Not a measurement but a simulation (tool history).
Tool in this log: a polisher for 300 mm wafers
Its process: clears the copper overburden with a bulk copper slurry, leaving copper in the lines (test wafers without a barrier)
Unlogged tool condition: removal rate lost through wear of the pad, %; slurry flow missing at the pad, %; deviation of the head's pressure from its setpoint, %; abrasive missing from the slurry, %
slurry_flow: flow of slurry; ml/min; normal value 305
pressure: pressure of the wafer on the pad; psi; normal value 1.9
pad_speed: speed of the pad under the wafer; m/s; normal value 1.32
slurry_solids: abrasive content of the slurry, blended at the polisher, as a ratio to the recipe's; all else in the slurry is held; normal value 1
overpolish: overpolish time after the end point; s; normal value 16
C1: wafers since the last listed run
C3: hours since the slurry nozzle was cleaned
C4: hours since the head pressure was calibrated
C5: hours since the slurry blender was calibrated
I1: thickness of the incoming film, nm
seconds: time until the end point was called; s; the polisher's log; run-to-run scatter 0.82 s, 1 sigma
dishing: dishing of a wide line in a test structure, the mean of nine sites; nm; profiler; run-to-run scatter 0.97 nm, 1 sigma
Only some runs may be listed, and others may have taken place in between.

run 1 day=0 | slurry_flow=305 pressure=1.9 pad_speed=1.32 slurry_solids=1.15 overpolish=16 | C1=0 wafers_polished_on_this_pad=453 C3=343.8 C4=728.4 C5=181.7 | I1=841.7 | seconds=105.5 dishing=60.3
run 2 day=1.325 | slurry_flow=305 pressure=1.9 pad_speed=1.32 slurry_solids=1.15 overpolish=16 | C1=261 wafers_polished_on_this_pad=715 C3=375.6 C4=760.2 C5=213.5 | I1=822.7 | seconds=103.6 dishing=58.8
run 3 day=3.567 | slurry_flow=305 pressure=1.9 pad_speed=1.32 slurry_solids=1.25 overpolish=16 | C1=442 wafers_polished_on_this_pad=1158 C3=429.4 C4=814 C5=267.3 | I1=843.3 | seconds=111.8 dishing=56.5
-- day=4.375 worn pad replaced by a new one
run 4 day=4.5 | slurry_flow=305 pressure=1.9 pad_speed=1.32 slurry_solids=1.25 overpolish=16 | C1=151 wafers_polished_on_this_pad=24 C3=451.8 C4=836.4 C5=289.7 | I1=842.3 | seconds=101 dishing=61.4
run 5 day=5.842 | slurry_flow=305 pressure=1.9 pad_speed=1.32 slurry_solids=1.25 overpolish=16 | C1=265 wafers_polished_on_this_pad=289 C3=484 C4=868.6 C5=321.9 | I1=831.2 | seconds=101.9 dishing=59.7
run 6 day=6.871 | slurry_flow=305 pressure=1.9 pad_speed=1.32 slurry_solids=1 overpolish=16 | C1=203 wafers_polished_on_this_pad=493 C3=508.7 C4=893.3 C5=346.6 | I1=829.2 | seconds=108.5 dishing=59.3
-- day=7.617 slurry blender recalibrated
run 7 day=7.638 | slurry_flow=305 pressure=1.9 pad_speed=1.32 slurry_solids=1 overpolish=16 | C1=135 wafers_polished_on_this_pad=628 C3=527.1 C4=911.7 C5=0.5 | I1=851.7 | seconds=107.1 dishing=59.6
run 8 day=8.162 | slurry_flow=305 pressure=1.9 pad_speed=1.1 slurry_solids=1 overpolish=16 | C1=103 wafers_polished_on_this_pad=731 C3=539.7 C4=924.3 C5=13.1 | I1=826.6 | seconds=126.7 dishing=52.3
run 9 day=8.929 | slurry_flow=305 pressure=1.9 pad_speed=1.1 slurry_solids=1 overpolish=16 | C1=151 wafers_polished_on_this_pad=883 C3=558.1 C4=942.7 C5=31.5 | I1=837.7 | seconds=129.1 dishing=51.8
-- day=10.321 worn pad replaced by a new one
run 10 day=13.146 | slurry_flow=305 pressure=1.9 pad_speed=1.1 slurry_solids=1 overpolish=16 | C1=800 wafers_polished_on_this_pad=557 C3=659.3 C4=1043.9 C5=132.7 | I1=843.9 | seconds=128.2 dishing=54.9
-- day=14.271 head pressure recalibrated
run 11 day=14.992 | slurry_flow=260 pressure=1.9 pad_speed=1.32 slurry_solids=1 overpolish=16 | C1=348 wafers_polished_on_this_pad=906 C3=703.6 C4=17.3 C5=177 | I1=824.7 | seconds=107.8 dishing=57.2
-- day=15.592 slurry nozzle cleaned
run 12 day=15.804 | slurry_flow=305 pressure=1.9 pad_speed=1.32 slurry_solids=1 overpolish=16 | C1=152 wafers_polished_on_this_pad=1058 C3=5.1 C4=36.8 C5=196.5 | I1=837.1 | seconds=110.8 dishing=57.4
-- day=16.467 worn pad replaced by a new one
run 13 day=17.05 | slurry_flow=305 pressure=1.9 pad_speed=1.32 slurry_solids=1.25 overpolish=16 | C1=213 wafers_polished_on_this_pad=115 C3=35 C4=66.7 C5=226.4 | I1=828.2 | seconds=99.3 dishing=62.6
run 14 day=18.433 | slurry_flow=280 pressure=1.3 pad_speed=1.02 slurry_solids=1 overpolish=16 | C1=273 wafers_polished_on_this_pad=388 C3=68.2 C4=99.9 C5=259.6 | I1=846.5 | seconds=206.2 dishing=35.2
run 15 day=19.812 | slurry_flow=305 pressure=1.9 pad_speed=1.32 slurry_solids=1.25 overpolish=16 | C1=272 wafers_polished_on_this_pad=661 C3=101.3 C4=133 C5=292.7 | I1=849.5 | seconds=107.2 dishing=58.8
run 16 day=20.504 | slurry_flow=305 pressure=1.6 pad_speed=1.5 slurry_solids=0.9 overpolish=16 | C1=136 wafers_polished_on_this_pad=797 C3=117.9 C4=149.6 C5=309.3 | I1=840 | seconds=117.5 dishing=55.3
run 17 day=21.975 | slurry_flow=305 pressure=1.9 pad_speed=1.32 slurry_solids=0.9 overpolish=6 | C1=290 wafers_polished_on_this_pad=1088 C3=153.2 C4=184.9 C5=344.6 | I1=834.6 | seconds=116 dishing=27.7
run 18 day=22.558 | slurry_flow=205 pressure=1.7 pad_speed=1.5 slurry_solids=0.75 overpolish=16 | C1=115 wafers_polished_on_this_pad=1203 C3=167.2 C4=198.9 C5=358.6 | I1=848.6 | seconds=121.8 dishing=53.2
-- day=24.112 worn pad replaced by a new one
run 19 day=24.162 | slurry_flow=305 pressure=1.9 pad_speed=1.32 slurry_solids=1 overpolish=16 | C1=284 wafers_polished_on_this_pad=9 C3=205.7 C4=237.4 C5=397.1 | I1=842.4 | seconds=110.1 dishing=59.8
-- day=24.425 slurry blender recalibrated
run 20 day=25.204 | slurry_flow=305 pressure=1.9 pad_speed=0.86 slurry_solids=1 overpolish=13 | C1=189 wafers_polished_on_this_pad=199 C3=230.7 C4=262.4 C5=18.7 | I1=827.8 | seconds=160.6 dishing=38.8

5 ways to go on from here, each from the tool as it stands after run 20. What would each give?
run A day=25.225 | slurry_flow=390 pressure=1.9 pad_speed=1.32 slurry_solids=1 overpolish=16 | C1=4 wafers_polished_on_this_pad=203 C3=231.2 C4=262.9 C5=19.2 | I1=827.8 | seconds=? dishing=?
run B day=25.225 | slurry_flow=255 pressure=1.9 pad_speed=1.32 slurry_solids=1 overpolish=16 | C1=4 wafers_polished_on_this_pad=203 C3=231.2 C4=262.9 C5=19.2 | I1=827.8 | seconds=? dishing=?
run C day=25.225 | slurry_flow=395 pressure=1.9 pad_speed=1.7 slurry_solids=1 overpolish=16 | C1=4 wafers_polished_on_this_pad=203 C3=231.2 C4=262.9 C5=19.2 | I1=827.8 | seconds=? dishing=?
run D day=25.225 | slurry_flow=305 pressure=1.9 pad_speed=1.56 slurry_solids=0.85 overpolish=16 | C1=4 wafers_polished_on_this_pad=203 C3=231.2 C4=262.9 C5=19.2 | I1=827.8 | seconds=? dishing=?
run E day=25.225 | slurry_flow=305 pressure=2.2 pad_speed=1.64 slurry_solids=0.8 overpolish=22 | C1=4 wafers_polished_on_this_pad=203 C3=231.2 C4=262.9 C5=19.2 | I1=827.8 | seconds=? dishing=?

run=A seconds=101.9 dishing=61
run=B seconds=104.2 dishing=60.2
run=C seconds=79.1 dishing=70.4
run=D seconds=89.3 dishing=65.9
run=E seconds=74 dishing=87.2
Had the tool no hidden state, the same runs would have come out as:
run=A seconds=98.3 dishing=62.4
run=B seconds=100.5 dishing=61.5
run=C seconds=76.3 dishing=71.7
run=D seconds=86.2 dishing=67.2
run=E seconds=71.4 dishing=88.4
